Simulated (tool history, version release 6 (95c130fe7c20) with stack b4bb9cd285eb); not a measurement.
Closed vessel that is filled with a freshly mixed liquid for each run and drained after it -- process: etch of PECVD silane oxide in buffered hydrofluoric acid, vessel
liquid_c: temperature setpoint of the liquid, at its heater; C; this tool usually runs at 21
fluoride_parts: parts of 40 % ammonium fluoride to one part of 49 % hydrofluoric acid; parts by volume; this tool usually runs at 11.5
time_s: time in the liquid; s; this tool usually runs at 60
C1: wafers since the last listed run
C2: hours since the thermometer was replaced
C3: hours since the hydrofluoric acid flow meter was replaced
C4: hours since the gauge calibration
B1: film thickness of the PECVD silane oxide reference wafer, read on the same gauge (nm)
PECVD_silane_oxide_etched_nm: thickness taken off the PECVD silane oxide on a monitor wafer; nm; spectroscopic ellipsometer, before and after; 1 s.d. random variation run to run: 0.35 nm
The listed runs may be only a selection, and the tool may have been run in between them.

Run 1, hour 0: usual settings but fluoride_parts 10 parts by volume; C1 0; C2 1620.5; C3 2146.4; C4 138.6; B1 39.96. Result: PECVD_silane_oxide_etched_nm 101.05 nm.
Run 2, hour 45.1: usual settings but fluoride_parts 10 parts by volume; C1 4321; C2 1665.6; C3 2191.5; C4 183.7; B1 40.02. Result: PECVD_silane_oxide_etched_nm 101.29 nm.
Run 3, hour 56.6: usual settings but fluoride_parts 8 parts by volume; C1 1102; C2 1677.1; C3 2203; C4 195.2; B1 39.98. Result: PECVD_silane_oxide_etched_nm 123.57 nm.
Run 4, hour 68.7: usual settings but liquid_c 19 C; C1 1159; C2 1689.2; C3 2215.1; C4 207.3; B1 39.95. Result: PECVD_silane_oxide_etched_nm 79.04 nm.
Run 5, hour 81.9: usual settings but liquid_c 19 C; C1 1264; C2 1702.4; C3 2228.3; C4 220.5; B1 39.99. Result: PECVD_silane_oxide_etched_nm 79.69 nm.
Run 6, hour 89.6: usual settings; C1 737; C2 1710.1; C3 2236; C4 228.2; B1 39.97. Result: PECVD_silane_oxide_etched_nm 88.6 nm.
Run 7, hour 103.8: usual settings; C1 1360; C2 1724.3; C3 2250.2; C4 242.4; B1 40.01. Result: PECVD_silane_oxide_etched_nm 88.04 nm.
Run 8, hour 120.4: usual settings; C1 1590; C2 1740.9; C3 2266.8; C4 259; B1 40.02. Result: PECVD_silane_oxide_etched_nm 88.94 nm.
Run 9, hour 167.7: usual settings; C1 4532; C2 1788.2; C3 2314.1; C4 306.3; B1 40.01. Result: PECVD_silane_oxide_etched_nm 88.74 nm.
Run 10, hour 179.9: usual settings; C1 1169; C2 1800.4; C3 2326.3; C4 318.5; B1 39.96. Result: PECVD_silane_oxide_etched_nm 88.38 nm.
At hour 185.9: thermometer replaced.
Run 11, hour 188.2: usual settings; C1 699; C2 2.3; C3 2334.6; C4 326.8; B1 40.02. Result: PECVD_silane_oxide_etched_nm 87.89 nm.
At hour 191.2: gauge calibrated.
At hour 221.8: hydrofluoric acid flow meter replaced.
Run 12, hour 242.2: usual settings; C1 5078; C2 56.3; C3 20.4; C4 51; B1 40.02. Result: PECVD_silane_oxide_etched_nm 88.07 nm.
Run 13, hour 256.7: usual settings; C1 1389; C2 70.8; C3 34.9; C4 65.5; B1 39.96. Result: PECVD_silane_oxide_etched_nm 88.66 nm.
Run 14, hour 267.2: usual settings; C1 1006; C2 81.3; C3 45.4; C4 76; B1 39.99. Result: PECVD_silane_oxide_etched_nm 88.04 nm.
Run 15, hour 283.9: usual settings but liquid_c 17 C, fluoride_parts 14 parts by volume; C1 1600; C2 98; C3 62.1; C4 92.7; B1 40. Result: PECVD_silane_oxide_etched_nm 58.27 nm.
Run 16, hour 296.8: usual settings but time_s 90 s; C1 1236; C2 110.9; C3 75; C4 105.6; B1 40. Result: PECVD_silane_oxide_etched_nm 133.22 nm.
Run 17, hour 305.7: usual settings but liquid_c 18.5 C; C1 852; C2 119.8; C3 83.9; C4 114.5; B1 39.99. Result: PECVD_silane_oxide_etched_nm 76.56 nm.
Run 18, hour 347.9: usual settings but liquid_c 19.5 C; C1 4043; C2 162; C3 126.1; C4 156.7; B1 40.01. Result: PECVD_silane_oxide_etched_nm 80.55 nm.
Run 19, hour 357.5: usual settings but liquid_c 24.5 C, fluoride_parts 15.5 parts by volume, time_s 50 s; C1 919; C2 171.6; C3 135.7; C4 166.3; B1 40. Result: PECVD_silane_oxide_etched_nm 66.95 nm.
Run 20, hour 364.5: usual settings but time_s 40 s; C1 670; C2 178.6; C3 142.7; C4 173.3; B1 39.97. Result: PECVD_silane_oxide_etched_nm 59 nm.
Run 21, hour 380.6: usual settings but liquid_c 23.5 C; C1 1542; C2 194.7; C3 158.8; C4 189.4; B1 40.03. Result: PECVD_silane_oxide_etched_nm 101.73 nm.
Run 22, hour 398.6: usual settings; C1 1724; C2 212.7; C3 176.8; C4 207.4; B1 40.01. Result: PECVD_silane_oxide_etched_nm 88.47 nm.
Run 23, hour 409.5: usual settings; C1 1044; C2 223.6; C3 187.7; C4 218.3; B1 40.02. Result: PECVD_silane_oxide_etched_nm 88.42 nm.
Run 24, hour 418.3: usual settings but fluoride_parts 10.5 parts by volume, time_s 45 s; C1 843; C2 232.4; C3 196.5; C4 227.1; B1 40.02. Result: PECVD_silane_oxide_etched_nm 72.83 nm.
Run 25, hour 429.1: usual settings; C1 1034; C2 243.2; C3 207.3; C4 237.9; B1 39.97. Result: PECVD_silane_oxide_etched_nm 87.91 nm.
Run 26, hour 439.9: usual settings; C1 1034; C2 254; C3 218.1; C4 248.7; B1 39.99. Result: PECVD_silane_oxide_etched_nm 88.82 nm.
Run 27, hour 448.1: usual settings but liquid_c 18 C, fluoride_parts 8 parts by volume, time_s 85 s; C1 785; C2 262.2; C3 226.3; C4 256.9; B1 39.99. Result: PECVD_silane_oxide_etched_nm 146.84 nm.
Run 28, hour 460.1: usual settings but liquid_c 17 C, fluoride_parts 16 parts by volume, time_s 70 s; C1 1149; C2 274.2; C3 238.3; C4 268.9; B1 40. Result: PECVD_silane_oxide_etched_nm 59.76 nm.
Run 29, hour 472.6: usual settings but liquid_c 18 C, time_s 50 s; C1 1197; C2 286.7; C3 250.8; C4 281.4; B1 40. Result: PECVD_silane_oxide_etched_nm 62.62 nm.
Run 30, hour 479.5: usual settings but fluoride_parts 14.5 parts by volume; C1 661; C2 293.6; C3 257.7; C4 288.3; B1 40. Result: PECVD_silane_oxide_etched_nm 70.82 nm.
Run 31, hour 494.3: usual settings but liquid_c 19 C, fluoride_parts 13.5 parts by volume, time_s 40 s; C1 1418; C2 308.4; C3 272.5; C4 303.1; B1 39.96. Result: PECVD_silane_oxide_etched_nm 45.03 nm.
Run 32, hour 504.7: usual settings but liquid_c 23.5 C, time_s 85 s; C1 996; C2 318.8; C3 282.9; C4 313.5; B1 40. Result: PECVD_silane_oxide_etched_nm 144.63 nm.

Describe how what the log doesn't record of the tool's condition differs between the last listed run preceding each entry between runs and the first listed run following it.
After run 10, before run 11: thermometer replaced (hour 185.9)
  no difference in the tool's unlogged condition between these two runs
After run 11, before run 12: gauge calibrated (hour 191.2); hydrofluoric acid flow meter replaced (hour 221.8)
  no difference in the tool's unlogged condition between these two runs

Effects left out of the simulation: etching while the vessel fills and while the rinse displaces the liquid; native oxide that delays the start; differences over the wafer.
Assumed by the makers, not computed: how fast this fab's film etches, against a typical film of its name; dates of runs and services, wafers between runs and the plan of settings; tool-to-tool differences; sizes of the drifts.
